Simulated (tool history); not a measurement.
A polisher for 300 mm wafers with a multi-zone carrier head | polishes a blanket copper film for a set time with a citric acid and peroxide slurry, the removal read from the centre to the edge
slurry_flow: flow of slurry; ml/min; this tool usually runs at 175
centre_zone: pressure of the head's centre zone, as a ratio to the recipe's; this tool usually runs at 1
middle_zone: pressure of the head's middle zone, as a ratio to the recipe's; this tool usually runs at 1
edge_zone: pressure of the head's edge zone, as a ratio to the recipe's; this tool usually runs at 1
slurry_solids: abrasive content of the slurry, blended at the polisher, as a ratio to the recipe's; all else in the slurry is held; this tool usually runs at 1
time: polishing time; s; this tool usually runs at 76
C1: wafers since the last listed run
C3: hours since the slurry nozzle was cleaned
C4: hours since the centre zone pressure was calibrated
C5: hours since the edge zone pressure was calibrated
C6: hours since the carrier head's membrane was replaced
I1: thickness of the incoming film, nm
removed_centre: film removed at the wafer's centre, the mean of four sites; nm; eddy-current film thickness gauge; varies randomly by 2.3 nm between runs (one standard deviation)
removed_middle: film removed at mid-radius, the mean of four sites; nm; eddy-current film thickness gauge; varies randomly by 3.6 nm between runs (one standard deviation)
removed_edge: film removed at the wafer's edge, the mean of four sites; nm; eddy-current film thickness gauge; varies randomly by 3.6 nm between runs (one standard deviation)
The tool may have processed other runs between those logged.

Run 1, hour 0: usual settings; C1 0; wafers polished on this pad 781; C3 421.9; C4 964.3; C5 318.1; C6 494.8; I1 1008.1. Result: removed_centre 272.6 nm, removed_middle 290.8 nm, removed_edge 286.8 nm.
At hour 2.2: slurry nozzle cleaned.
Run 2, hour 62.6: usual settings but slurry_flow 195 ml/min, slurry_solids 1.3; C1 750; wafers polished on this pad 1532; C3 60.4; C4 1026.9; C5 380.7; C6 557.4; I1 1009. Result: removed_centre 291 nm, removed_middle 320.1 nm, removed_edge 294.5 nm.
At hour 84.6: edge zone pressure recalibrated.
At hour 96.4: centre zone pressure recalibrated.
Run 3, hour 114.2: usual settings but slurry_flow 200 ml/min, centre_zone 1.07, middle_zone 0.96, time 64 s; C1 580; wafers polished on this pad 2112; C3 112; C4 17.8; C5 29.6; C6 609; I1 1017.5. Result: removed_centre 288 nm, removed_middle 235.7 nm, removed_edge 236 nm.
Run 4, hour 150.3: usual settings but slurry_flow 220 ml/min; C1 440; wafers polished on this pad 2552; C3 148.1; C4 53.9; C5 65.7; C6 645.1; I1 995. Result: removed_centre 326.9 nm, removed_middle 307.7 nm, removed_edge 284.8 nm.
Run 5, hour 210.6: usual settings; C1 735; wafers polished on this pad 3287; C3 208.4; C4 114.2; C5 126; C6 705.4; I1 1009.8. Result: removed_centre 316.3 nm, removed_middle 291 nm, removed_edge 281.1 nm.
Run 6, hour 268: usual settings but slurry_solids 1.25; C1 699; wafers polished on this pad 3987; C3 265.8; C4 171.6; C5 183.4; C6 762.8; I1 1007. Result: removed_centre 327 nm, removed_middle 311.4 nm, removed_edge 293.1 nm.
Run 7, hour 317.4: usual settings but slurry_flow 140 ml/min, middle_zone 1.06, slurry_solids 1.15; C1 602; wafers polished on this pad 4589; C3 315.2; C4 221; C5 232.8; C6 812.2; I1 1024.1. Result: removed_centre 305.5 nm, removed_middle 295.6 nm, removed_edge 274.5 nm.
Run 8, hour 351: usual settings but time 94 s; C1 409; wafers polished on this pad 4999; C3 348.8; C4 254.6; C5 266.4; C6 845.8; I1 992.4. Result: removed_centre 387.9 nm, removed_middle 361 nm, removed_edge 348.4 nm.
At hour 384.7: worn pad replaced by a new one.
Run 9, hour 393.2: usual settings but slurry_flow 200 ml/min, centre_zone 1.08; C1 465; wafers polished on this pad 103; C3 391; C4 296.8; C5 308.6; C6 888; I1 1025.6. Result: removed_centre 338.7 nm, removed_middle 303.3 nm, removed_edge 281.7 nm.
At hour 435.9: centre zone pressure recalibrated, repeated, since the last time left the tool worse.
At hour 447.6: slurry nozzle cleaned.
Run 10, hour 460.9: usual settings but centre_zone 0.97, middle_zone 0.89; C1 788; wafers polished on this pad 891; C3 13.3; C4 25; C5 376.3; C6 955.7; I1 1028.1. Result: removed_centre 278.1 nm, removed_middle 260.3 nm, removed_edge 273.1 nm.
At hour 465.4: edge zone pressure recalibrated.
Run 11, hour 499.3: usual settings but centre_zone 1.03, middle_zone 0.94, edge_zone 1.12; C1 443; wafers polished on this pad 1335; C3 51.7; C4 63.4; C5 33.9; C6 994.1; I1 1010.1. Result: removed_centre 297.1 nm, removed_middle 279.5 nm, removed_edge 290.3 nm.
Run 12, hour 527.2: usual settings but slurry_flow 140 ml/min, time 60 s; C1 340; wafers polished on this pad 1675; C3 79.6; C4 91.3; C5 61.8; C6 1022; I1 1015.1. Result: removed_centre 214.8 nm, removed_middle 227.5 nm, removed_edge 214.6 nm.
Run 13, hour 585.6: usual settings but slurry_flow 200 ml/min, centre_zone 1.08; C1 711; wafers polished on this pad 2387; C3 138; C4 149.7; C5 120.2; C6 1080.4; I1 991.8. Result: removed_centre 310 nm, removed_middle 294.2 nm, removed_edge 286.6 nm.
Run 14, hour 610.1: usual settings but slurry_solids 0.85, time 65 s; C1 298; wafers polished on this pad 2686; C3 162.5; C4 174.2; C5 144.7; C6 1104.9; I1 1018.4. Result: removed_centre 235.9 nm, removed_middle 240.6 nm, removed_edge 234.1 nm.
Run 15, hour 667.3: usual settings but middle_zone 0.95, edge_zone 0.96, slurry_solids 0.85; C1 697; wafers polished on this pad 3383; C3 219.7; C4 231.4; C5 201.9; C6 1162.1; I1 1011.2. Result: removed_centre 276.5 nm, removed_middle 262.8 nm, removed_edge 266.3 nm.
Run 16, hour 718.8: usual settings but slurry_flow 120 ml/min, edge_zone 0.9, time 100 s; C1 627; wafers polished on this pad 4011; C3 271.2; C4 282.9; C5 253.4; C6 1213.6; I1 1008.7. Result: removed_centre 339.9 nm, removed_middle 353.3 nm, removed_edge 331.8 nm.
Run 17, hour 785.2: usual settings but centre_zone 0.94, edge_zone 0.91, time 89 s; C1 809; wafers polished on this pad 4820; C3 337.6; C4 349.3; C5 319.8; C6 1280; I1 996.1. Result: removed_centre 313 nm, removed_middle 339.4 nm, removed_edge 319.4 nm.
At hour 834.3: carrier head's membrane replaced by a new one.
Run 18, hour 836: usual settings but slurry_flow 235 ml/min, time 102 s; C1 558; wafers polished on this pad 5378; C3 388.4; C4 400.1; C5 370.6; C6 1.7; I1 1023.9. Result: removed_centre 401.8 nm, removed_middle 414.1 nm, removed_edge 387.6 nm.
At hour 865.9: worn pad replaced by a new one.
At hour 867.9: edge zone pressure recalibrated.
Run 19, hour 896.5: usual settings but edge_zone 1.04; C1 664; wafers polished on this pad 348; C3 448.9; C4 460.6; C5 28.6; C6 62.2; I1 1009.5. Result: removed_centre 288.1 nm, removed_middle 300.3 nm, removed_edge 287.2 nm.
Run 20, hour 920.9: usual settings; C1 297; wafers polished on this pad 646; C3 473.3; C4 485; C5 53; C6 86.6; I1 1008.7. Result: removed_centre 283 nm, removed_middle 294.9 nm, removed_edge 277.3 nm.
At hour 941.3: slurry nozzle cleaned.
Run 21, hour 974.8: usual settings; C1 644; wafers polished on this pad 1291; C3 33.5; C4 538.9; C5 106.9; C6 140.5; I1 1012.9. Result: removed_centre 285 nm, removed_middle 301.5 nm, removed_edge 279.3 nm.
Run 22, hour 1012.6: usual settings; C1 460; wafers polished on this pad 1752; C3 71.3; C4 576.7; C5 144.7; C6 178.3; I1 1017.9. Result: removed_centre 278.7 nm, removed_middle 288.1 nm, removed_edge 275 nm.

Branching from run 22: 3 alternative next runs. What would each branch give?
Run A, hour 1013: usual settings; C1 4; wafers polished on this pad 1756; C3 71.7; C4 577.1; C5 145.1; C6 178.7; I1 1012.4. Result: removed_centre ?, removed_middle ?, removed_edge ?.
Run B, hour 1013: usual settings but slurry_flow 145 ml/min, middle_zone 1.12; C1 4; wafers polished on this pad 1756; C3 71.7; C4 577.1; C5 145.1; C6 178.7; I1 1012.4. Result: removed_centre ?, removed_middle ?, removed_edge ?.
Run C, hour 1013: usual settings but slurry_flow 200 ml/min; C1 4; wafers polished on this pad 1756; C3 71.7; C4 577.1; C5 145.1; C6 178.7; I1 1012.4. Result: removed_centre ?, removed_middle ?, removed_edge ?.

run  removed_centre  removed_middle  removed_edge
  A           281.9           295.2         271.3
  B           270.6           313.3         263.7
  C           288.9           301.8         275.8
The same runs, with their run-to-run variation unchanged, on a tool lacking any hidden condition would have given:
run  removed_centre  removed_middle  removed_edge
  A           287.2           295.2         271.3
  B           275.7           313.3         263.7
  C           294.4           301.8         275.8
